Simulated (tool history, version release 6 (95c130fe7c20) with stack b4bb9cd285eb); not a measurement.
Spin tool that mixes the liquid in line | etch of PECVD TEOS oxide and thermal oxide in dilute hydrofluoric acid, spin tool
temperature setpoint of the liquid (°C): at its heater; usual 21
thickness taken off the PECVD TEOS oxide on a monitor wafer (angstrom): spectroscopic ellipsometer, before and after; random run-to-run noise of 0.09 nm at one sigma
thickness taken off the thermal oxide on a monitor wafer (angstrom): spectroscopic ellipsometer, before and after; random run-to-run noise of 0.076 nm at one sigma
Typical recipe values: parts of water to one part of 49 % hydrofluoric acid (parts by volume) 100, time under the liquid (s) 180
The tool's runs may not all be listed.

run,hour,temperature setpoint of the liquid (°C),parts of water to one part of 49 % hydrofluoric acid (parts by volume),time under the liquid (s),wafers since the last listed run,hours since the thermometer was replaced,hours since the hydrofluoric acid flow meter was replaced,hours since the gauge calibration,"read-back film thickness of the PECVD TEOS oxide reference wafer, read on the same gauge (nm)","read-back film thickness of the thermal oxide reference wafer, read on the same gauge (nm)",thickness taken off the PECVD TEOS oxide on a monitor wafer (angstrom),thickness taken off the thermal oxide on a monitor wafer (angstrom)
1,0,21,65,180,0,2455.1,635.7,1324.4,111.32,70.8,396,125.1
2,37.1,21,100,105,305,2492.2,672.8,1361.5,111.43,70.87,145.2,46.2
# hour 38.2: thermometer replaced
3,107.1,21,100,105,567,68.9,742.8,1431.5,111.57,71.01,144.7,47.7
4,176.7,21,100,180,572,138.5,812.4,1501.1,111.75,71.11,248.6,80.5
# hour 200.9: gauge calibrated
5,226,21,100,180,405,187.8,861.7,25.1,110,70.02,243.9,79.6
6,262.4,21,100,180,299,224.2,898.1,61.5,110.01,69.98,245.5,79.4
# hour 284.7: hydrofluoric acid flow meter replaced
7,302.1,23.5,100,105,318,263.9,17.4,101.2,110,69.98,157,51.1
8,358.4,19,115,245,463,320.2,73.7,157.5,110,70.01,263.1,84.5
9,383.4,21,100,180,205,345.2,98.7,182.5,110.01,70.02,245.5,79
10,445.9,22.5,150,180,514,407.7,161.2,245,110.03,70,164.1,52.2
11,475,23,100,180,239,436.8,190.3,274.1,110.08,70.09,264.9,85.9
12,506.8,17,100,210,261,468.6,222.1,305.9,110.04,70.07,242.8,79.3
13,532.7,21,100,180,213,494.5,248,331.8,110.09,70.01,243.3,77.8
14,603.6,19.5,80,180,583,565.4,318.9,402.7,110.14,70.14,293.1,93.6
15,674.9,21,100,180,586,636.7,390.2,474,110.15,70.13,246,79.4
16,719.3,21,100,180,365,681.1,434.6,518.4,110.23,70.11,244.2,79
17,771,19.5,100,120,425,732.8,486.3,570.1,110.27,70.17,154.9,48.9
18,823.1,17.5,100,100,428,784.9,538.4,622.2,110.31,70.18,117.3,38.7
19,879.7,21,100,180,465,841.5,595,678.8,110.38,70.22,245.7,77.2
20,926,24,65,120,380,887.8,641.3,725.1,110.45,70.28,298.9,95.9
21,980.7,17,55,145,449,942.5,696,779.8,110.49,70.33,318.7,104
22,1047.4,18.5,120,245,548,1009.2,762.7,846.5,110.6,70.4,246.9,79.4
23,1096.4,21,100,180,403,1058.2,811.7,895.5,110.71,70.45,246.1,79
# hour 1103.8: hydrofluoric acid flow meter replaced
24,1125.3,21,100,80,229,1087.1,21.5,924.4,110.71,70.45,109.2,35.1
25,1169.8,22.5,100,70,366,1131.6,66,968.9,110.82,70.49,102,32.4

Hidden state, per run?
liquid hotter than its thermometer reads (K): 0, the same for each run
hydrofluoric acid flow above the setpoint (%): 0, the same for each run
H1: gauge reads high (%)
run,H1
1,1.19
2,1.27
3,1.42
4,1.58
5,-0.00837
6,-0.0059
7,-0.000835
8,0.0106
9,0.0173
10,0.0382
11,0.05
12,0.0645
13,0.0775
14,0.118
15,0.167
16,0.202
17,0.246
18,0.295
19,0.352
20,0.403
21,0.468
22,0.553
23,0.62
24,0.661
25,0.727
